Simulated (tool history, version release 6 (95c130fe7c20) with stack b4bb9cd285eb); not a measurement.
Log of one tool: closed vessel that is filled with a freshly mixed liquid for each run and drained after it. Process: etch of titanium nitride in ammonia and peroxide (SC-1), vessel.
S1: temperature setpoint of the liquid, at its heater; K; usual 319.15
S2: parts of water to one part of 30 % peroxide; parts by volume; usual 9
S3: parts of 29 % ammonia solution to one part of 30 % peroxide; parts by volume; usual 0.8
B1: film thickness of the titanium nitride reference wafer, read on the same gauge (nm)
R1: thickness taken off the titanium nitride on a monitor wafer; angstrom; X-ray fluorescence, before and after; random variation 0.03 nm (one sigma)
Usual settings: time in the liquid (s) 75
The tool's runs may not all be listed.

{"run": 1, "hour": 0.0, "S1": 319.15, "S2": 8, "S3": 0.8, "time in the liquid (s)": 40, "B1": 50.02, "R1": 34.2}
{"run": 2, "hour": 15.6, "S1": 324.65, "S2": 9, "S3": 0.8, "time in the liquid (s)": 75, "B1": 49.99, "R1": 90}
{"run": 3, "hour": 22.6, "S1": 324.65, "S2": 9, "S3": 0.8, "time in the liquid (s)": 75, "B1": 50.04, "R1": 89.1}
{"run": 4, "hour": 31.2, "S1": 319.15, "S2": 9, "S3": 0.8, "time in the liquid (s)": 75, "B1": 49.99, "R1": 60.7}
{"run": 5, "hour": 41.6, "S1": 319.15, "S2": 9, "S3": 0.8, "time in the liquid (s)": 75, "B1": 50.06, "R1": 60.6}
{"run": 6, "hour": 58.4, "S1": 319.15, "S2": 9, "S3": 0.8, "time in the liquid (s)": 75, "B1": 50.04, "R1": 60.6}
{"run": 7, "hour": 70.7, "S1": 319.15, "S2": 9, "S3": 0.8, "time in the liquid (s)": 75, "B1": 50.01, "R1": 61}
{"run": 8, "hour": 79.6, "S1": 319.15, "S2": 9, "S3": 0.8, "time in the liquid (s)": 75, "B1": 49.99, "R1": 60.5}
{"run": 9, "hour": 93.1, "S1": 319.15, "S2": 9, "S3": 0.8, "time in the liquid (s)": 75, "B1": 49.97, "R1": 60.4}
{"run": 10, "hour": 109.7, "S1": 319.15, "S2": 9, "S3": 0.9, "time in the liquid (s)": 75, "B1": 49.99, "R1": 61.6}
{"run": 11, "hour": 119.8, "S1": 319.15, "S2": 9, "S3": 0.8, "time in the liquid (s)": 75, "B1": 50, "R1": 60.9}
{"run": 12, "hour": 132.0, "S1": 319.15, "S2": 9, "S3": 0.8, "time in the liquid (s)": 75, "B1": 49.98, "R1": 60.1}
{"run": 13, "hour": 148.8, "S1": 319.15, "S2": 9, "S3": 0.8, "time in the liquid (s)": 75, "B1": 49.99, "R1": 59.9}
{"run": 14, "hour": 155.4, "S1": 319.15, "S2": 11.5, "S3": 0.6, "time in the liquid (s)": 55, "B1": 50.03, "R1": 37}
{"run": 15, "hour": 166.1, "S1": 319.15, "S2": 9, "S3": 0.8, "time in the liquid (s)": 75, "B1": 50, "R1": 60.1}
{"run": 16, "hour": 174.3, "S1": 319.15, "S2": 9, "S3": 0.8, "time in the liquid (s)": 75, "B1": 50, "R1": 60.4}
{"run": 17, "hour": 186.8, "S1": 311.15, "S2": 13.5, "S3": 0.6, "time in the liquid (s)": 45, "B1": 50.02, "R1": 15.5}
{"hour": 195.6, "done": "gauge calibrated"}
{"hour": 203.6, "done": "new drum of ammonia solution connected"}
{"run": 18, "hour": 204.6, "S1": 319.15, "S2": 9, "S3": 0.8, "time in the liquid (s)": 75, "B1": 49.97, "R1": 60.1}
{"hour": 221.5, "done": "ammonia flow meter replaced"}
{"run": 19, "hour": 252.0, "S1": 315.15, "S2": 9, "S3": 0.5, "time in the liquid (s)": 115, "B1": 50, "R1": 63.3}
{"run": 20, "hour": 262.5, "S1": 319.15, "S2": 6, "S3": 0.8, "time in the liquid (s)": 75, "B1": 50, "R1": 72.6}
{"hour": 268.6, "done": "thermometer replaced"}
{"run": 21, "hour": 272.7, "S1": 319.15, "S2": 5, "S3": 0.8, "time in the liquid (s)": 75, "B1": 50.02, "R1": 92.7}
{"run": 22, "hour": 296.3, "S1": 323.15, "S2": 9, "S3": 0.8, "time in the liquid (s)": 75, "B1": 49.99, "R1": 93.4}
{"run": 23, "hour": 303.4, "S1": 319.15, "S2": 11.5, "S3": 1.15, "time in the liquid (s)": 95, "B1": 49.97, "R1": 82.9}
{"run": 24, "hour": 316.2, "S1": 319.15, "S2": 9, "S3": 0.8, "time in the liquid (s)": 75, "B1": 50.03, "R1": 70.4}
{"run": 25, "hour": 327.5, "S1": 319.15, "S2": 9, "S3": 0.8, "time in the liquid (s)": 50, "B1": 50.02, "R1": 46.7}
{"run": 26, "hour": 341.8, "S1": 314.15, "S2": 9, "S3": 0.45, "time in the liquid (s)": 75, "B1": 50.02, "R1": 44.3}

4 ways to go on from here, each from the tool as it stands after run 26. What would each give?
{"run": "A", "hour": 342.5, "S1": 319.15, "S2": 9, "S3": 0.8, "time in the liquid (s)": 75, "B1": "?", "R1": "?"}
{"run": "B", "hour": 342.5, "S1": 326.65, "S2": 9, "S3": 1.2, "time in the liquid (s)": 115, "B1": "?", "R1": "?"}
{"run": "C", "hour": 342.5, "S1": 327.15, "S2": 5, "S3": 0.45, "time in the liquid (s)": 45, "B1": "?", "R1": "?"}
{"run": "D", "hour": 342.5, "S1": 319.15, "S2": 7.5, "S3": 1, "time in the liquid (s)": 75, "B1": "?", "R1": "?"}

run=A B1=50.01 R1=69.6
run=B B1=50.01 R1=191.1
run=C B1=50.01 R1=88.6
run=D B1=50.01 R1=78.5
Without the tool's hidden state the same runs would have given:
run=A R1=70.6
run=B R1=193.7
run=C R1=89.8
run=D R1=79.7
